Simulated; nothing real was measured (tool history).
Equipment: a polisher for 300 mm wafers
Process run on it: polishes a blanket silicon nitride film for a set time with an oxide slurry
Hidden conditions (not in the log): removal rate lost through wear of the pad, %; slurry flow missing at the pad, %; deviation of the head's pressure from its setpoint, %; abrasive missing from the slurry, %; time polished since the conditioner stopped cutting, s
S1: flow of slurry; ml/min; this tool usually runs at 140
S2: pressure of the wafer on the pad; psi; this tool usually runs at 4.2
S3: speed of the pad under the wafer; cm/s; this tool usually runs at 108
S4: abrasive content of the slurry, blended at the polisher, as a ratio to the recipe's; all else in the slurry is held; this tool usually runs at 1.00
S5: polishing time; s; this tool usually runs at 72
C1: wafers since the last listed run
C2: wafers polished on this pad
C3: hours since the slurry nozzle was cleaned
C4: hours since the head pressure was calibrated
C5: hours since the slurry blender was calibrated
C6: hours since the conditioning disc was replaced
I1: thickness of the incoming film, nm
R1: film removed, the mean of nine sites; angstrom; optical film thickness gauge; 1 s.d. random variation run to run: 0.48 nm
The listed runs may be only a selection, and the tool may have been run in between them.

Run 1, hour 0.0: usual settings; C1 0; C2 639; C3 174.7; C4 112.3; C5 10.0; C6 39.3; I1 579.0. Result: R1 604 angstrom.
Run 2, hour 12.5: usual settings; C1 156; C2 796; C3 187.2; C4 124.8; C5 22.5; C6 51.8; I1 571.0. Result: R1 604 angstrom.
Run 3, hour 25.6: usual settings; C1 164; C2 960; C3 200.3; C4 137.9; C5 35.6; C6 64.9; I1 579.6. Result: R1 603 angstrom.
Run 4, hour 58.8: usual settings but S2 4.8 psi, S4 1.10, S5 59 s; C1 415; C2 1376; C3 233.5; C4 171.1; C5 68.8; C6 98.1; I1 581.7. Result: R1 588 angstrom.
Run 5, hour 87.6: usual settings; C1 360; C2 1737; C3 262.3; C4 199.9; C5 97.6; C6 126.9; I1 579.0. Result: R1 599 angstrom.
Run 6, hour 122.8: usual settings but S1 165 ml/min; C1 441; C2 2178; C3 297.5; C4 235.1; C5 132.8; C6 162.1; I1 585.2. Result: R1 619 angstrom.
Run 7, hour 147.0: usual settings but S3 76 cm/s; C1 303; C2 2481; C3 321.7; C4 259.3; C5 157.0; C6 186.3; I1 582.6. Result: R1 503 angstrom.
At hour 158.4: worn pad replaced by a new one.
Run 8, hour 162.7: usual settings but S2 5.3 psi, S3 130 cm/s, S5 81 s; C1 146; C2 53; C3 337.4; C4 275.0; C5 172.7; C6 202.0; I1 589.8. Result: R1 890 angstrom.
Run 9, hour 187.8: usual settings; C1 314; C2 368; C3 362.5; C4 300.1; C5 197.8; C6 227.1; I1 582.6. Result: R1 585 angstrom.
Run 10, hour 204.2: usual settings but S1 155 ml/min, S3 130 cm/s; C1 205; C2 573; C3 378.9; C4 316.5; C5 214.2; C6 243.5; I1 567.4. Result: R1 665 angstrom.
At hour 214.1: slurry blender recalibrated.
Run 11, hour 239.5: usual settings but S2 5.6 psi; C1 417; C2 990; C3 414.2; C4 351.8; C5 25.4; C6 278.8; I1 577.2. Result: R1 768 angstrom.
At hour 260.6: slurry nozzle cleaned.
Run 12, hour 261.1: usual settings; C1 258; C2 1248; C3 0.5; C4 373.4; C5 47.0; C6 300.4; I1 576.5. Result: R1 627 angstrom.
Run 13, hour 277.0: usual settings; C1 199; C2 1448; C3 16.4; C4 389.3; C5 62.9; C6 316.3; I1 577.4. Result: R1 632 angstrom.
Run 14, hour 302.7: usual settings but S2 3.0 psi, S3 140 cm/s; C1 322; C2 1770; C3 42.1; C4 415.0; C5 88.6; C6 342.0; I1 572.5. Result: R1 533 angstrom.
Run 15, hour 322.9: usual settings; C1 253; C2 2023; C3 62.3; C4 435.2; C5 108.8; C6 362.2; I1 588.7. Result: R1 622 angstrom.
Run 16, hour 335.9: usual settings but S1 110 ml/min, S2 5.1 psi, S4 0.85; C1 162; C2 2186; C3 75.3; C4 448.2; C5 121.8; C6 375.2; I1 592.2. Result: R1 588 angstrom.
Run 17, hour 358.8: usual settings; C1 286; C2 2473; C3 98.2; C4 471.1; C5 144.7; C6 398.1; I1 569.1. Result: R1 611 angstrom.
At hour 374.0: worn pad replaced by a new one.
Run 18, hour 388.5: usual settings but S1 160 ml/min; C1 322; C2 181; C3 127.9; C4 500.8; C5 174.4; C6 427.8; I1 573.0. Result: R1 629 angstrom.
Run 19, hour 408.3: usual settings but S2 3.1 psi, S3 132 cm/s; C1 248; C2 429; C3 147.7; C4 520.6; C5 194.2; C6 447.6; I1 575.6. Result: R1 522 angstrom.
Run 20, hour 432.6: usual settings but S3 138 cm/s; C1 304; C2 734; C3 172.0; C4 544.9; C5 218.5; C6 471.9; I1 577.7. Result: R1 677 angstrom.
Run 21, hour 445.0: usual settings but S1 95 ml/min, S4 1.15, S5 58 s; C1 155; C2 889; C3 184.4; C4 557.3; C5 230.9; C6 484.3; I1 579.9. Result: R1 467 angstrom.
At hour 452.0: slurry blender recalibrated.
At hour 470.8: conditioning disc replaced and pad reconditioned.
Run 22, hour 480.5: usual settings but S4 0.80; C1 394; C2 1284; C3 219.9; C4 592.8; C5 28.5; C6 9.7; I1 585.6. Result: R1 479 angstrom.
Run 23, hour 504.8: usual settings but S2 5.1 psi, S3 136 cm/s, S4 0.90; C1 304; C2 1588; C3 244.2; C4 617.1; C5 52.8; C6 34.0; I1 577.5. Result: R1 719 angstrom.
Run 24, hour 535.9: usual settings but S1 110 ml/min, S3 140 cm/s, S5 83 s; C1 389; C2 1978; C3 275.3; C4 648.2; C5 83.9; C6 65.1; I1 574.3. Result: R1 708 angstrom.
Run 25, hour 552.2: usual settings but S3 118 cm/s; C1 204; C2 2182; C3 291.6; C4 664.5; C5 100.2; C6 81.4; I1 583.6. Result: R1 615 angstrom.

Branching from run 25: 5 alternative next runs. What would each branch give?
Run A, hour 552.6: usual settings; C1 5; C2 2187; C3 292.0; C4 664.9; C5 100.6; C6 81.8; I1 585.0. Result: R1 ?.
Run B, hour 552.6: usual settings but S2 5.2 psi, S3 78 cm/s, S4 1.20; C1 5; C2 2187; C3 292.0; C4 664.9; C5 100.6; C6 81.8; I1 585.0. Result: R1 ?.
Run C, hour 552.6: usual settings but S1 180 ml/min, S3 134 cm/s, S4 0.90; C1 5; C2 2187; C3 292.0; C4 664.9; C5 100.6; C6 81.8; I1 585.0. Result: R1 ?.
Run D, hour 552.6: usual settings but S1 105 ml/min, S2 2.8 psi; C1 5; C2 2187; C3 292.0; C4 664.9; C5 100.6; C6 81.8; I1 585.0. Result: R1 ?.
Run E, hour 552.6: usual settings but S2 3.6 psi, S4 1.10; C1 5; C2 2187; C3 292.0; C4 664.9; C5 100.6; C6 81.8; I1 585.0. Result: R1 ?.

run   R1
  A  581
  B  684
  C  630
  D  377
  E  546
Without the tool's unlogged condition, the same runs would have read:
run   R1
  A  630
  B  742
  C  671
  D  419
  E  592
